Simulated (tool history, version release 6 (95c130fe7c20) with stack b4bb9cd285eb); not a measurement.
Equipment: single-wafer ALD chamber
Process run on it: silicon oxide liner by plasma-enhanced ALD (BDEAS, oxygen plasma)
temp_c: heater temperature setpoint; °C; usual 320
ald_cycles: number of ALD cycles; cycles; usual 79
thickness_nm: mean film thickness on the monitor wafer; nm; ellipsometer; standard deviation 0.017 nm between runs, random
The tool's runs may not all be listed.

run   hour  temp_c  ald_cycles  wafers since the last listed run  hours since the last thermocouple change  hours since the gauge calibration  read-back reference wafer on the same gauge, thickness_nm  thickness_nm
  1      0     320          79                                 0                                    1099.9                              150.8                                                      5.745         6.695
  2   16.4     320          79                                89                                    1116.3                              167.2                                                      5.738         6.695
  3   43.7     315          70                               149                                    1143.6                              194.5                                                      5.734         5.978
  4   69.6     320          79                               141                                    1169.5                              220.4                                                      5.732         6.727
  5     82     320          79                                67                                    1181.9                              232.8                                                      5.729          6.69
  6  110.6     320          73                               156                                    1210.5                              261.4                                                      5.726         6.207
  7  123.4     320          73                                69                                    1223.3                              274.2                                                      5.722         6.188
  8  158.9     320          73                               193                                    1258.8                              309.7                                                      5.718         6.144
     190.4  -- thermocouple changed; heater temperature recalibrated
       228  -- gauge calibrated
  9  249.3     334          64                               450                                      58.9                               21.3                                                      5.806         5.389
 10  273.8     320          79                               133                                      83.4                               45.8                                                      5.786         6.762
 11  287.5     306          84                                74                                      97.1                               59.5                                                      5.784         7.318
 12  306.5     309          94                               103                                     116.1                               78.5                                                      5.777         8.145
 13  323.7     327          75                                93                                     133.3                               95.7                                                       5.77         6.337
 14  358.3     327          75                               189                                     167.9                              130.3                                                      5.759         6.286
 15  375.2     312          89                                92                                     184.8                              147.2                                                       5.75         7.666
 16    398     314          79                               124                                     207.6                                170                                                      5.745         6.803

Results for each run, recomputed without the tool's hidden state and with each run's random variation untouched:
Hidden state at play: wafer temperature above the value expected at the setpoint (K); gauge reads high (%).
run  thickness_nm
  1         6.783
  2         6.787
  3         6.066
  4         6.831
  5         6.796
  6         6.309
  7         6.292
  8          6.25
  9         5.404
 10         6.797
 11         7.365
 12         8.209
 13         6.394
 14         6.356
 15         7.757
 16          6.89

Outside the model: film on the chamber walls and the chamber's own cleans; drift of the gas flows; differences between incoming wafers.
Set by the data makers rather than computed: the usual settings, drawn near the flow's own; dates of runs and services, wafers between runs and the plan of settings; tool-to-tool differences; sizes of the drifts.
